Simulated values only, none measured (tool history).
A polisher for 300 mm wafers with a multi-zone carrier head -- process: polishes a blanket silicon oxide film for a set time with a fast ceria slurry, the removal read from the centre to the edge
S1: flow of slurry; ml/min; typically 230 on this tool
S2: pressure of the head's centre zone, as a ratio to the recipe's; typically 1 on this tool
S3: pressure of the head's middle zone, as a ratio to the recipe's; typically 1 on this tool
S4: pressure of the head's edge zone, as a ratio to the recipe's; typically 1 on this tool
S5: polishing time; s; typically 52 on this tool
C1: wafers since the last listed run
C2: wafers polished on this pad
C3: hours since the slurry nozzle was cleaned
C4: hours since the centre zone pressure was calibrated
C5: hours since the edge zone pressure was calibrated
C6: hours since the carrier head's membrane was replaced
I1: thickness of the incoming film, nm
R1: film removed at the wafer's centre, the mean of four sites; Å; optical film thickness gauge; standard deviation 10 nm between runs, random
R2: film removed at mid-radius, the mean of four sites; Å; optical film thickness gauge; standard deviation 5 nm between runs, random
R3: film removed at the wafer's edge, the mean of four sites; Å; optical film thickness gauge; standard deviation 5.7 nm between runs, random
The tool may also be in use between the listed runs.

run,hour,S1,S2,S3,S4,S5,C1,C2,C3,C4,C5,C6,I1,R1,R2,R3
1,0,230,1,1,1,44,0,463,40.6,1004.8,1101.9,83.2,2222.4,7062,6570,6632
2,45.8,230,1,1,1,52,388,851,86.4,1050.6,1147.7,129,2254.8,8451,7770,7834
3,112.1,230,1,1,1,52,561,1413,152.7,1116.9,1214,195.3,2237.1,8498,7646,7813
# hour 154.4: edge zone pressure recalibrated
4,162.2,230,1,1,1,52,407,1820,202.8,1167,7.8,245.4,2228.8,8509,7743,7842
5,222.2,230,1,1.05,1,52,508,2329,262.8,1227,67.8,305.4,2215.1,8498,7953,7872
# hour 270.6: worn pad replaced by a new one
6,290.2,230,1.05,1,1,63,542,166,330.8,1295,135.8,373.4,2182.2,10623,9376,9567
7,355.8,230,1.05,1,0.92,52,555,722,396.4,1360.6,201.4,439,2253.4,9051,7719,7543
8,387.7,230,1,1,1,67,270,992,428.3,1392.5,233.3,470.9,2254.1,10838,9935,10090
# hour 396.9: centre zone pressure recalibrated
9,454.4,230,1,1.06,1,52,548,1541,495,57.5,300,537.6,2245.7,7822,8161,7832
10,500.4,230,1,1,1,57,389,1930,541,103.5,346,583.6,2235.5,8479,8512,8563
11,555.6,265,1,1,1,52,467,2398,596.2,158.7,401.2,638.8,2233.1,8059,7877,7820
12,613.6,230,1,1,1,52,491,2890,654.2,216.7,459.2,696.8,2214.6,8206,7716,7874
# hour 637.3: worn pad replaced by a new one, of another model than before
13,645.4,165,1,1,1,68,235,68,686,248.5,491,728.6,2219.7,9872,9508,9920
14,684.7,230,1,0.92,1,52,333,401,725.3,287.8,530.3,767.9,2229.4,8168,7199,7853
15,754.1,260,1.04,0.91,0.96,52,588,989,794.7,357.2,599.7,837.3,2211.2,8454,7280,7876
16,819.2,265,1,1,1.12,52,551,1541,859.8,422.3,664.8,902.4,2193.4,8583,7954,8476
# hour 852.6: slurry nozzle cleaned
17,888.8,230,1.09,1,0.93,61,581,2122,36.2,491.9,734.4,972,2263,10687,8994,8895
# hour 951.1: worn pad replaced by a new one
18,953.7,230,1.12,1,0.94,52,516,21,101.1,556.8,799.3,1036.9,2214.2,9361,7705,7598
19,1001.5,305,0.92,1,0.88,59,405,427,148.9,604.6,847.1,1084.7,2197,9114,9119,8599
20,1034.2,165,1,0.96,0.96,52,277,704,181.6,637.3,879.8,1117.4,2205.2,7970,7033,7344
21,1065.5,230,1,1,1,52,265,969,212.9,668.6,911.1,1148.7,2244.8,8400,7755,7817
22,1100.2,250,1.1,1.09,1,68,294,1263,247.6,703.3,945.8,1183.4,2211.9,12421,10973,10336

What if the next run were any one of these 4? Each begins from the tool's condition after run 22:
A,1100.6,230,1,1,1,52,3,1266,248,703.7,946.2,1183.8,2199.7,?,?,?
B,1100.6,275,1.08,1,1.05,61,3,1266,248,703.7,946.2,1183.8,2199.7,?,?,?
C,1100.6,285,1,1,1,37,3,1266,248,703.7,946.2,1183.8,2199.7,?,?,?
D,1100.6,255,0.96,0.89,1,52,3,1266,248,703.7,946.2,1183.8,2199.7,?,?,?

run,R1,R2,R3
A,8474,7736,7833
B,11013,9282,9575
C,6213,5656,5688
D,8255,7118,7927
Stripped of hidden state, with their random variation kept, the same runs would have yielded:
run,R1,R2,R3
A,7802,7740,7833
B,10146,9286,9575
C,5720,5658,5688
D,7598,7121,7927

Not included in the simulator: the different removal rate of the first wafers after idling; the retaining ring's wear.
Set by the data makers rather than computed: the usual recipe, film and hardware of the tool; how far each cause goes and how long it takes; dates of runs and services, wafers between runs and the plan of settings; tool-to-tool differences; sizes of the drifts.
